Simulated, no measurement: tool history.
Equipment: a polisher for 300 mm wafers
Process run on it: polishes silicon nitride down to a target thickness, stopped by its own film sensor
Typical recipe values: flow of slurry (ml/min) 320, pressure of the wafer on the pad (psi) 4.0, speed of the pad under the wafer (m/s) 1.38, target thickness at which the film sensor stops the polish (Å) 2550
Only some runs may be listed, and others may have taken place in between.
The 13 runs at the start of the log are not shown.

run	day	flow of slurry (ml/min)	pressure of the wafer on the pad (psi)	speed of the pad under the wafer (m/s)	target thickness at which the film sensor stops the polish (Å)	incoming thickness of the incoming film, nm	time until the film sensor stopped the polish (s)
14	6.100	230	3.0	1.38	2550	455.9	99.4
15	6.725	425	3.6	1.58	2550	463.7	78.6
16	7.088	320	4.5	1.38	2550	461.0	77.6
17	7.604	395	5.0	1.72	2870	464.9	52.3
18	7.912	255	4.4	1.60	2280	467.5	82.6
# day 8.700: worn pad replaced by a new one, repeated, since the last time left the tool worse
19	8.721	320	4.0	1.38	2550	463.3	70.9
20	9.233	320	4.9	0.92	1880	457.6	115.4
21	9.821	420	4.0	1.38	2550	467.3	74.2
22	10.233	320	4.0	1.38	2550	455.8	73.7
23	10.504	320	4.0	1.38	2550	459.9	73.5
24	10.958	320	4.0	1.38	1990	456.4	92.6
25	11.496	255	5.3	1.02	3010	462.1	64.2
# day 11.662: head pressure recalibrated
26	11.750	425	5.2	1.20	2360	464.2	76.7
27	12.292	410	4.0	1.72	1970	453.8	77.9
# day 12.342: slurry nozzle cleaned
28	12.608	320	4.0	1.38	2550	460.8	77.3
29	13.304	275	4.0	1.38	2900	452.5	60.8
# day 13.838: worn pad replaced by a new one
30	14.033	405	5.1	1.80	2550	462.5	50.8
31	14.508	400	4.0	1.18	2550	461.9	83.1
32	14.758	320	4.0	1.38	2550	459.4	72.0
33	15.275	355	4.0	1.38	2550	452.1	70.4
34	16.000	360	4.0	1.52	2740	467.8	64.1
35	16.717	400	5.0	1.22	3160	458.8	49.0
36	17.333	220	5.0	1.18	3040	452.8	56.9

Consider 5 possible next runs. They are alternatives, not a sequence: every one starts from the tool as it was left by run 36. What does each give?
A	17.350	320	4.0	1.38	2550	450.4	?
B	17.350	320	4.0	1.72	3250	450.4	?
C	17.350	320	3.1	0.96	2550	450.4	?
D	17.350	230	4.0	1.38	2140	450.4	?
E	17.350	320	4.0	1.64	2550	450.4	?

run	time until the film sensor stopped the polish (s)
A	72.0
B	38.7
C	111.2
D	90.4
E	62.7
With no hidden state in the tool, these same runs would have given:
run	time until the film sensor stopped the polish (s)
A	67.4
B	36.3
C	104.2
D	84.7
E	58.7
